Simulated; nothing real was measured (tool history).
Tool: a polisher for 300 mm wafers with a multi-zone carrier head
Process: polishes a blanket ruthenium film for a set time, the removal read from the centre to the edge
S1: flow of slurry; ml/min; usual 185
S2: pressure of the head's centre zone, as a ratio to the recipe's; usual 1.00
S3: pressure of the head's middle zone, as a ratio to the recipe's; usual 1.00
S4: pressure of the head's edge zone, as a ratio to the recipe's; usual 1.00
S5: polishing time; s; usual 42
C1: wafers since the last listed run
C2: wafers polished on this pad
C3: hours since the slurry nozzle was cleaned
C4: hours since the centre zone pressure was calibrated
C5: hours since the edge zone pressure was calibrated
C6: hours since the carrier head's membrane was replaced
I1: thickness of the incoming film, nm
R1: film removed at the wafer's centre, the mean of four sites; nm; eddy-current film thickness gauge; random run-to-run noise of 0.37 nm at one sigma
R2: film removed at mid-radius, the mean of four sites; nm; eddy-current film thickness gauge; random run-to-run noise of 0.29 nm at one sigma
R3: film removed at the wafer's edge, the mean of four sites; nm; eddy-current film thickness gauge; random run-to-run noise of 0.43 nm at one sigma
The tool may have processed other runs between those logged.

run 1 hour=0.0 | S1=165 S2=1.00 S3=1.00 S4=1.00 S5=42 | C1=0 C2=2264 C3=400.5 C4=251.4 C5=622.0 C6=755.2 | I1=372.0 | R1=24.8 R2=27.9 R3=28.4
-- hour=64.0 carrier head's membrane replaced by a new one
run 2 hour=117.7 | S1=165 S2=1.00 S3=1.00 S4=1.00 S5=42 | C1=1133 C2=3397 C3=518.2 C4=369.1 C5=739.7 C6=53.7 | I1=366.6 | R1=24.5 R2=28.1 R3=29.3
-- hour=135.4 centre zone pressure recalibrated, repeated, since the last time left the tool worse
run 3 hour=142.4 | S1=185 S2=1.00 S3=1.00 S4=1.00 S5=42 | C1=228 C2=3626 C3=542.9 C4=7.0 C5=764.4 C6=78.4 | I1=365.3 | R1=28.8 R2=29.0 R3=28.9
-- hour=164.1 worn pad replaced by a new one
run 4 hour=204.3 | S1=160 S2=1.00 S3=1.00 S4=1.00 S5=42 | C1=582 C2=404 C3=604.8 C4=68.9 C5=826.3 C6=140.3 | I1=373.6 | R1=28.2 R2=27.4 R3=28.6
run 5 hour=269.7 | S1=150 S2=1.10 S3=1.00 S4=1.11 S5=42 | C1=657 C2=1061 C3=670.2 C4=134.3 C5=891.7 C6=205.7 | I1=375.8 | R1=28.9 R2=27.4 R3=28.8
run 6 hour=348.7 | S1=185 S2=0.90 S3=1.00 S4=1.05 S5=42 | C1=794 C2=1856 C3=749.2 C4=213.3 C5=970.7 C6=284.7 | I1=366.3 | R1=26.4 R2=28.2 R3=29.4
-- hour=404.6 slurry nozzle cleaned
run 7 hour=409.3 | S1=185 S2=1.00 S3=1.00 S4=1.00 S5=42 | C1=599 C2=2455 C3=4.7 C4=273.9 C5=1031.3 C6=345.3 | I1=366.1 | R1=27.7 R2=28.1 R3=29.9
run 8 hour=438.2 | S1=185 S2=1.08 S3=1.00 S4=1.00 S5=42 | C1=290 C2=2746 C3=33.6 C4=302.8 C5=1060.2 C6=374.2 | I1=378.4 | R1=30.0 R2=28.6 R3=29.2
-- hour=473.2 edge zone pressure recalibrated
run 9 hour=474.0 | S1=205 S2=1.00 S3=1.09 S4=1.00 S5=33 | C1=339 C2=3086 C3=69.4 C4=338.6 C5=0.8 C6=410.0 | I1=367.7 | R1=22.4 R2=24.3 R3=23.2
-- hour=479.8 worn pad replaced by a new one
-- hour=495.5 centre zone pressure recalibrated
run 10 hour=536.6 | S1=185 S2=1.00 S3=1.11 S4=1.00 S5=42 | C1=569 C2=550 C3=132.0 C4=41.1 C5=63.4 C6=472.6 | I1=364.5 | R1=28.9 R2=31.0 R3=29.1
run 11 hour=605.4 | S1=185 S2=1.00 S3=1.00 S4=1.00 S5=42 | C1=692 C2=1242 C3=200.8 C4=109.9 C5=132.2 C6=541.4 | I1=367.6 | R1=28.9 R2=28.4 R3=29.0
run 12 hour=670.9 | S1=185 S2=1.00 S3=1.00 S4=1.00 S5=42 | C1=658 C2=1901 C3=266.3 C4=175.4 C5=197.7 C6=606.9 | I1=365.2 | R1=28.0 R2=28.8 R3=28.7
-- hour=680.4 carrier head's membrane replaced by a new one
run 13 hour=703.7 | S1=185 S2=0.95 S3=1.11 S4=0.88 S5=31 | C1=279 C2=2181 C3=299.1 C4=208.2 C5=230.5 C6=23.3 | I1=368.4 | R1=20.0 R2=22.4 R3=20.6
run 14 hour=767.8 | S1=185 S2=1.09 S3=1.05 S4=1.00 S5=30 | C1=644 C2=2826 C3=363.2 C4=272.3 C5=294.6 C6=87.4 | I1=363.8 | R1=22.0 R2=20.8 R3=21.3
-- hour=805.1 worn pad replaced by a new one
run 15 hour=837.0 | S1=215 S2=1.00 S3=1.00 S4=1.00 S5=27 | C1=655 C2=320 C3=432.4 C4=341.5 C5=363.8 C6=156.6 | I1=376.4 | R1=18.4 R2=18.3 R3=19.1
-- hour=890.3 centre zone pressure recalibrated
run 16 hour=893.0 | S1=185 S2=1.00 S3=1.00 S4=1.10 S5=42 | C1=543 C2=863 C3=488.4 C4=2.7 C5=419.8 C6=212.6 | I1=364.9 | R1=29.7 R2=28.1 R3=30.5
run 17 hour=929.5 | S1=220 S2=1.06 S3=1.00 S4=0.96 S5=49 | C1=367 C2=1230 C3=524.9 C4=39.2 C5=456.3 C6=249.1 | I1=361.3 | R1=36.5 R2=34.0 R3=33.7
run 18 hour=970.1 | S1=160 S2=1.12 S3=1.10 S4=1.00 S5=29 | C1=408 C2=1639 C3=565.5 C4=79.8 C5=496.9 C6=289.7 | I1=378.2 | R1=20.7 R2=20.3 R3=19.7
run 19 hour=1020.8 | S1=215 S2=1.00 S3=1.00 S4=1.00 S5=27 | C1=509 C2=2149 C3=616.2 C4=130.5 C5=547.6 C6=340.4 | I1=366.1 | R1=18.9 R2=18.2 R3=19.4
run 20 hour=1074.5 | S1=185 S2=1.00 S3=0.92 S4=0.95 S5=47 | C1=540 C2=2689 C3=669.9 C4=184.2 C5=601.3 C6=394.1 | I1=370.6 | R1=32.0 R2=30.0 R3=31.8
-- hour=1091.2 slurry nozzle cleaned
run 21 hour=1129.8 | S1=185 S2=1.00 S3=1.00 S4=1.00 S5=31 | C1=546 C2=3235 C3=38.6 C4=239.5 C5=656.6 C6=449.4 | I1=370.7 | R1=21.1 R2=21.0 R3=21.6
run 22 hour=1194.7 | S1=185 S2=1.00 S3=1.00 S4=0.95 S5=29 | C1=652 C2=3888 C3=103.5 C4=304.4 C5=721.5 C6=514.3 | I1=372.0 | R1=19.8 R2=19.6 R3=20.4
-- hour=1220.4 worn pad replaced by a new one
run 23 hour=1220.9 | S1=185 S2=1.00 S3=1.00 S4=1.00 S5=36 | C1=223 C2=5 C3=129.7 C4=330.6 C5=747.7 C6=540.5 | I1=362.1 | R1=24.6 R2=24.5 R3=24.6

Predict each of these 3 candidate next runs independently; none follows another, all start after run 23:
run A hour=1221.3 | S1=185 S2=0.97 S3=1.00 S4=1.00 S5=42 | C1=4 C2=9 C3=130.1 C4=331.0 C5=748.1 C6=540.9 | I1=364.1 | R1=? R2=? R3=?
run B hour=1221.3 | S1=250 S2=1.00 S3=1.00 S4=1.00 S5=42 | C1=4 C2=9 C3=130.1 C4=331.0 C5=748.1 C6=540.9 | I1=364.1 | R1=? R2=? R3=?
run C hour=1221.3 | S1=185 S2=1.00 S3=0.89 S4=1.00 S5=42 | C1=4 C2=9 C3=130.1 C4=331.0 C5=748.1 C6=540.9 | I1=364.1 | R1=? R2=? R3=?

run=A R1=26.9 R2=28.6 R3=28.8
run=B R1=29.0 R2=29.9 R3=29.8
run=C R1=27.6 R2=26.4 R3=28.9
Take away the tool's hidden state, keep each run's random variation, and the runs would have read:
run=A R1=28.0 R2=28.6 R3=28.8
run=B R1=30.2 R2=29.9 R3=29.8
run=C R1=28.8 R2=26.4 R3=28.9
